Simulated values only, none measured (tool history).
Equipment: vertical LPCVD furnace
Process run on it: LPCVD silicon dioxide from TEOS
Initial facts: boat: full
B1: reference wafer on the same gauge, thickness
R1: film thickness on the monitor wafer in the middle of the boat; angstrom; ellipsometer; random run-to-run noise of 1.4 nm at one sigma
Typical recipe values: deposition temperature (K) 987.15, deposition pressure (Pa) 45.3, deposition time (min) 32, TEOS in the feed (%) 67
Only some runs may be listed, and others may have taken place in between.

{"run": 1, "day": 0.0, "deposition temperature (K)": 987.15, "deposition pressure (Pa)": 45.3, "deposition time (min)": 32, "TEOS in the feed (%)": 67, "B1": 286.8, "R1": 3359.6}
{"run": 2, "day": 0.45, "deposition temperature (K)": 987.15, "deposition pressure (Pa)": 45.3, "deposition time (min)": 32, "TEOS in the feed (%)": 67, "B1": 286.82, "R1": 3389.2}
{"run": 3, "day": 1.133, "deposition temperature (K)": 987.15, "deposition pressure (Pa)": 45.3, "deposition time (min)": 32, "TEOS in the feed (%)": 67, "B1": 287.17, "R1": 3348.6}
{"run": 4, "day": 1.871, "deposition temperature (K)": 987.15, "deposition pressure (Pa)": 45.3, "deposition time (min)": 32, "TEOS in the feed (%)": 67, "B1": 287.23, "R1": 3347.7}
{"run": 5, "day": 2.625, "deposition temperature (K)": 987.15, "deposition pressure (Pa)": 45.3, "deposition time (min)": 32, "TEOS in the feed (%)": 67, "B1": 286.65, "R1": 3354.7}
{"run": 6, "day": 3.088, "deposition temperature (K)": 987.15, "deposition pressure (Pa)": 45.3, "deposition time (min)": 35, "TEOS in the feed (%)": 67, "B1": 287.24, "R1": 3681.1}
{"run": 7, "day": 3.754, "deposition temperature (K)": 987.15, "deposition pressure (Pa)": 45.3, "deposition time (min)": 35, "TEOS in the feed (%)": 67, "B1": 286.68, "R1": 3675.9}
{"run": 8, "day": 5.479, "deposition temperature (K)": 987.15, "deposition pressure (Pa)": 45.3, "deposition time (min)": 35, "TEOS in the feed (%)": 67, "B1": 287.07, "R1": 3658.1}
{"run": 9, "day": 5.875, "deposition temperature (K)": 987.15, "deposition pressure (Pa)": 45.3, "deposition time (min)": 32, "TEOS in the feed (%)": 67, "B1": 287.12, "R1": 3353.6}
{"run": 10, "day": 6.521, "deposition temperature (K)": 987.15, "deposition pressure (Pa)": 45.3, "deposition time (min)": 32, "TEOS in the feed (%)": 67, "B1": 286.55, "R1": 3331.5}
{"run": 11, "day": 7.85, "deposition temperature (K)": 987.15, "deposition pressure (Pa)": 53.3, "deposition time (min)": 32, "TEOS in the feed (%)": 67, "B1": 287.34, "R1": 3655.7}
{"run": 12, "day": 8.067, "deposition temperature (K)": 987.15, "deposition pressure (Pa)": 53.3, "deposition time (min)": 32, "TEOS in the feed (%)": 67, "B1": 287.02, "R1": 3658.8}
{"run": 13, "day": 9.021, "deposition temperature (K)": 987.15, "deposition pressure (Pa)": 45.3, "deposition time (min)": 32, "TEOS in the feed (%)": 67, "B1": 287.02, "R1": 3366}
{"run": 14, "day": 9.292, "deposition temperature (K)": 987.15, "deposition pressure (Pa)": 45.3, "deposition time (min)": 32, "TEOS in the feed (%)": 67, "B1": 286.79, "R1": 3345.7}
{"run": 15, "day": 10.192, "deposition temperature (K)": 987.15, "deposition pressure (Pa)": 45.3, "deposition time (min)": 32, "TEOS in the feed (%)": 67, "B1": 286.89, "R1": 3347.6}
{"run": 16, "day": 10.617, "deposition temperature (K)": 983.15, "deposition pressure (Pa)": 55.3, "deposition time (min)": 21, "TEOS in the feed (%)": 74, "B1": 286.64, "R1": 2336.1}
{"run": 17, "day": 11.367, "deposition temperature (K)": 987.15, "deposition pressure (Pa)": 45.3, "deposition time (min)": 25.5, "TEOS in the feed (%)": 67, "B1": 286.81, "R1": 2702.4}
{"run": 18, "day": 11.767, "deposition temperature (K)": 987.15, "deposition pressure (Pa)": 45.3, "deposition time (min)": 32, "TEOS in the feed (%)": 67, "B1": 287, "R1": 3337.1}
{"run": 19, "day": 12.5, "deposition temperature (K)": 990.15, "deposition pressure (Pa)": 45.3, "deposition time (min)": 32, "TEOS in the feed (%)": 78, "B1": 287.46, "R1": 3888.6}
{"run": 20, "day": 13.275, "deposition temperature (K)": 987.15, "deposition pressure (Pa)": 45.3, "deposition time (min)": 32, "TEOS in the feed (%)": 67, "B1": 287.08, "R1": 3360.3}
{"run": 21, "day": 14.333, "deposition temperature (K)": 984.15, "deposition pressure (Pa)": 45.3, "deposition time (min)": 45, "TEOS in the feed (%)": 67, "B1": 286.67, "R1": 4414}
{"run": 22, "day": 14.896, "deposition temperature (K)": 984.15, "deposition pressure (Pa)": 45.3, "deposition time (min)": 45, "TEOS in the feed (%)": 67, "B1": 287.03, "R1": 4398.6}
{"run": 23, "day": 15.458, "deposition temperature (K)": 987.15, "deposition pressure (Pa)": 56, "deposition time (min)": 32, "TEOS in the feed (%)": 72, "B1": 287.07, "R1": 3870.9}
{"run": 24, "day": 15.954, "deposition temperature (K)": 987.15, "deposition pressure (Pa)": 45.3, "deposition time (min)": 32, "TEOS in the feed (%)": 67, "B1": 286.68, "R1": 3353.9}
{"run": 25, "day": 16.617, "deposition temperature (K)": 982.15, "deposition pressure (Pa)": 45.3, "deposition time (min)": 42.5, "TEOS in the feed (%)": 54, "B1": 286.53, "R1": 3550}
{"run": 26, "day": 17.5, "deposition temperature (K)": 981.15, "deposition pressure (Pa)": 45.3, "deposition time (min)": 26, "TEOS in the feed (%)": 71, "B1": 287.18, "R1": 2456.1}
{"run": 27, "day": 18.258, "deposition temperature (K)": 987.15, "deposition pressure (Pa)": 55.3, "deposition time (min)": 43, "TEOS in the feed (%)": 67, "B1": 287.09, "R1": 4958.5}
{"run": 28, "day": 18.862, "deposition temperature (K)": 978.15, "deposition pressure (Pa)": 45.3, "deposition time (min)": 32, "TEOS in the feed (%)": 79, "B1": 286.76, "R1": 2964.2}
{"run": 29, "day": 19.283, "deposition temperature (K)": 987.15, "deposition pressure (Pa)": 45.3, "deposition time (min)": 32, "TEOS in the feed (%)": 67, "B1": 286.94, "R1": 3352.3}
{"run": 30, "day": 20.012, "deposition temperature (K)": 999.15, "deposition pressure (Pa)": 39.3, "deposition time (min)": 32, "TEOS in the feed (%)": 54, "B1": 287.01, "R1": 3680.6}
{"run": 31, "day": 20.579, "deposition temperature (K)": 987.15, "deposition pressure (Pa)": 45.3, "deposition time (min)": 32, "TEOS in the feed (%)": 67, "B1": 286.74, "R1": 3360.1}

Taken out of this log: 4 entries between the listed runs. Where each belongs, and how the hidden state differs across it:
In the gap between runs 10 and 11: gauge calibrated (day 7.192); TEOS flow controller replaced (day 7.679); pressure gauge zeroed (day 7.829)
  no difference in the tool's unlogged condition between these two runs
In the gap between runs 12 and 13: thermocouples replaced and temperature profile calibrated (day 9)
  no difference in the tool's unlogged condition between these two runs
